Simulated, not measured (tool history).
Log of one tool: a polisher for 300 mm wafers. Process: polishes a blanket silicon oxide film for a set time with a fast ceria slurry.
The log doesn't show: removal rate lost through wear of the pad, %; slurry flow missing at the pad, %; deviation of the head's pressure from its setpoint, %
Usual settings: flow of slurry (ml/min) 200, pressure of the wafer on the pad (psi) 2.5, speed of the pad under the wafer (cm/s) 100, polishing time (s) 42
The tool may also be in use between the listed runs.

run,hour,flow of slurry (ml/min),pressure of the wafer on the pad (psi),speed of the pad under the wafer (cm/s),polishing time (s),wafers since the last listed run,wafers polished on this pad,hours since the slurry nozzle was cleaned,hours since the head pressure was calibrated,"incoming thickness of the incoming film, nm",film removed (Å)
1,0,200,2.5,100,36,0,591,156.2,186.1,1648.8,5930
# hour 74.1: worn pad replaced by a new one
2,112.4,200,2.5,100,36,855,302,268.6,298.5,1668.3,6021
3,145.9,200,2.5,100,42,264,567,302.1,332,1680.7,6891
# hour 151.4: head pressure recalibrated
4,212.2,200,2.5,100,42,507,1074,368.4,60.8,1655,6903
# hour 228.9: worn pad replaced by a new one
5,265.3,200,2.5,100,42,387,287,421.5,113.9,1653.7,6979
6,323.5,200,2.5,100,39,459,747,479.7,172.1,1660.2,6315
7,386.1,200,2.5,100,39,494,1241,542.3,234.7,1681.8,6338
# hour 416.7: worn pad replaced by a new one
8,417.2,200,2.5,100,39,213,3,573.4,265.8,1672.9,6507
9,466.3,200,3.1,100,42,387,391,622.5,314.9,1701,8612
# hour 565.3: head pressure recalibrated
10,568.1,175,1.8,84,48,788,1179,724.3,2.8,1694,4708
# hour 573.3: worn pad replaced by a new one
11,614.6,200,2.5,100,42,335,326,770.8,49.3,1661.8,6993
# hour 625.2: slurry nozzle cleaned
12,641.4,200,2,116,34,203,530,16.2,76.1,1694.4,5341
13,684.2,200,2.9,100,54,337,868,59,118.9,1681,10384
14,711.8,200,2.8,120,53,217,1085,86.6,146.5,1671.1,11685
# hour 736.2: worn pad replaced by a new one
15,749,245,2.5,100,48,262,100,123.8,183.7,1672.4,8140
16,815.5,200,2.2,74,42,525,625,190.3,250.2,1689.5,4499

Hidden state or all else? Some run-to-run changes of film removed (Å), split into what the settings, what came in and random variation would give without the hidden state, and what is left for the hidden state (with any gauge scatter that isn't in both results):
Run 12 -> 13: pressure of the wafer on the pad (psi) 2 -> 2.9, speed of the pad under the wafer (cm/s) 116 -> 100, polishing time (s) 34 -> 54. film removed (Å) +5043: hidden state -200, all else +5243.
Run 14 -> 15: flow of slurry (ml/min) 200 -> 245, pressure of the wafer on the pad (psi) 2.8 -> 2.5, speed of the pad under the wafer (cm/s) 120 -> 100, polishing time (s) 53 -> 48, worn pad replaced by a new one. film removed (Å) -3545: hidden state +289, all else -3834.

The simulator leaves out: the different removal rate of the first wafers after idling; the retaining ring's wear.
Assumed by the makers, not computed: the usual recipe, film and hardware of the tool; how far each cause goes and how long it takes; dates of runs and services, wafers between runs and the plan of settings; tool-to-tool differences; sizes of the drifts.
